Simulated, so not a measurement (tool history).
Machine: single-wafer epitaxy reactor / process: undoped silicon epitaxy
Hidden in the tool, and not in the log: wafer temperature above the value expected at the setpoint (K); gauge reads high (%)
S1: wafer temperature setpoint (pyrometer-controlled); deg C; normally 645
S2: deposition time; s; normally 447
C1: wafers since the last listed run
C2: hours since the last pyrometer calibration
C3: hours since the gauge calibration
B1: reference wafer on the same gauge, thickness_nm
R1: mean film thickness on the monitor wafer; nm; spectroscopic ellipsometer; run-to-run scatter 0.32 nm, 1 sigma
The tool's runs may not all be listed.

{"run": 1, "hour": 0.0, "S1": 645, "S2": 447, "C1": 0, "C2": 968.2, "C3": 264.3, "B1": 70.964, "R1": 64.337}
{"run": 2, "hour": 29.7, "S1": 645, "S2": 447, "C1": 167, "C2": 997.9, "C3": 294, "B1": 71.097, "R1": 64.874}
{"run": 3, "hour": 90.4, "S1": 645, "S2": 447, "C1": 341, "C2": 1058.6, "C3": 354.7, "B1": 71.05, "R1": 64.741}
{"run": 4, "hour": 115.3, "S1": 645, "S2": 395, "C1": 140, "C2": 1083.5, "C3": 379.6, "B1": 71.178, "R1": 56.938}
{"run": 5, "hour": 185.4, "S1": 645, "S2": 395, "C1": 394, "C2": 1153.6, "C3": 449.7, "B1": 71.22, "R1": 56.818}
{"run": 6, "hour": 247.0, "S1": 645, "S2": 395, "C1": 346, "C2": 1215.2, "C3": 511.3, "B1": 71.003, "R1": 56.922}
{"run": 7, "hour": 301.4, "S1": 645, "S2": 447, "C1": 306, "C2": 1269.6, "C3": 565.7, "B1": 71.265, "R1": 63.533}
{"hour": 329.8, "done": "pyrometer calibrated"}
{"run": 8, "hour": 367.3, "S1": 645, "S2": 447, "C1": 325, "C2": 37.5, "C3": 631.6, "B1": 71.275, "R1": 69.644}
{"run": 9, "hour": 406.5, "S1": 645, "S2": 447, "C1": 220, "C2": 76.7, "C3": 670.8, "B1": 71.13, "R1": 68.981}
{"run": 10, "hour": 463.3, "S1": 645, "S2": 447, "C1": 319, "C2": 133.5, "C3": 727.6, "B1": 70.963, "R1": 69.054}
{"run": 11, "hour": 509.6, "S1": 638, "S2": 447, "C1": 260, "C2": 179.8, "C3": 773.9, "B1": 71.121, "R1": 60.643}
{"run": 12, "hour": 552.6, "S1": 653, "S2": 447, "C1": 241, "C2": 222.8, "C3": 816.9, "B1": 71.083, "R1": 79.992}
{"run": 13, "hour": 618.8, "S1": 653, "S2": 447, "C1": 372, "C2": 289, "C3": 883.1, "B1": 71.219, "R1": 80.004}
{"hour": 640.4, "done": "pyrometer calibrated, repeated, since the last time left the tool worse"}
{"run": 14, "hour": 681.2, "S1": 653, "S2": 447, "C1": 306, "C2": 40.8, "C3": 945.5, "B1": 70.997, "R1": 76.544}
{"run": 15, "hour": 730.8, "S1": 645, "S2": 447, "C1": 279, "C2": 90.4, "C3": 995.1, "B1": 71.062, "R1": 65.891}
{"run": 16, "hour": 769.3, "S1": 645, "S2": 447, "C1": 216, "C2": 128.9, "C3": 1033.6, "B1": 71.034, "R1": 65.613}
{"run": 17, "hour": 806.9, "S1": 645, "S2": 447, "C1": 211, "C2": 166.5, "C3": 1071.2, "B1": 71.146, "R1": 65.825}
{"run": 18, "hour": 849.8, "S1": 645, "S2": 447, "C1": 241, "C2": 209.4, "C3": 1114.1, "B1": 71.228, "R1": 65.38}
{"run": 19, "hour": 915.7, "S1": 645, "S2": 447, "C1": 370, "C2": 275.3, "C3": 1180, "B1": 71.107, "R1": 66.002}
{"run": 20, "hour": 966.1, "S1": 645, "S2": 447, "C1": 283, "C2": 325.7, "C3": 1230.4, "B1": 71.233, "R1": 65.556}
{"run": 21, "hour": 1020.6, "S1": 645, "S2": 447, "C1": 306, "C2": 380.2, "C3": 1284.9, "B1": 71.223, "R1": 65.532}
{"run": 22, "hour": 1061.2, "S1": 639, "S2": 473, "C1": 228, "C2": 420.8, "C3": 1325.5, "B1": 71.207, "R1": 61.917}
{"run": 23, "hour": 1099.3, "S1": 645, "S2": 447, "C1": 214, "C2": 458.9, "C3": 1363.6, "B1": 71.261, "R1": 64.915}
{"hour": 1215.9, "done": "gauge calibrated"}
{"run": 24, "hour": 1294.0, "S1": 655, "S2": 420, "C1": 1095, "C2": 653.6, "C3": 78.1, "B1": 71.219, "R1": 74.627}
{"run": 25, "hour": 1336.3, "S1": 650, "S2": 390, "C1": 237, "C2": 695.9, "C3": 120.4, "B1": 71.004, "R1": 62.832}
{"run": 26, "hour": 1529.7, "S1": 638, "S2": 373, "C1": 1088, "C2": 889.3, "C3": 313.8, "B1": 71.023, "R1": 46.974}
{"run": 27, "hour": 1603.9, "S1": 635, "S2": 358, "C1": 417, "C2": 963.5, "C3": 388, "B1": 71.285, "R1": 42.577}

Run 28, settings as shown, results not yet in. Your forecast:
{"run": 28, "hour": 1655.6, "S1": 645, "S2": 447, "C1": 290, "C2": 1015.2, "C3": 439.7, "B1": "?", "R1": "?"}

For run 28 the tool returned B1 71.151, R1 64.586 nm.
Minus the tool's unlogged condition, the same run would have read R1 65.763 nm.
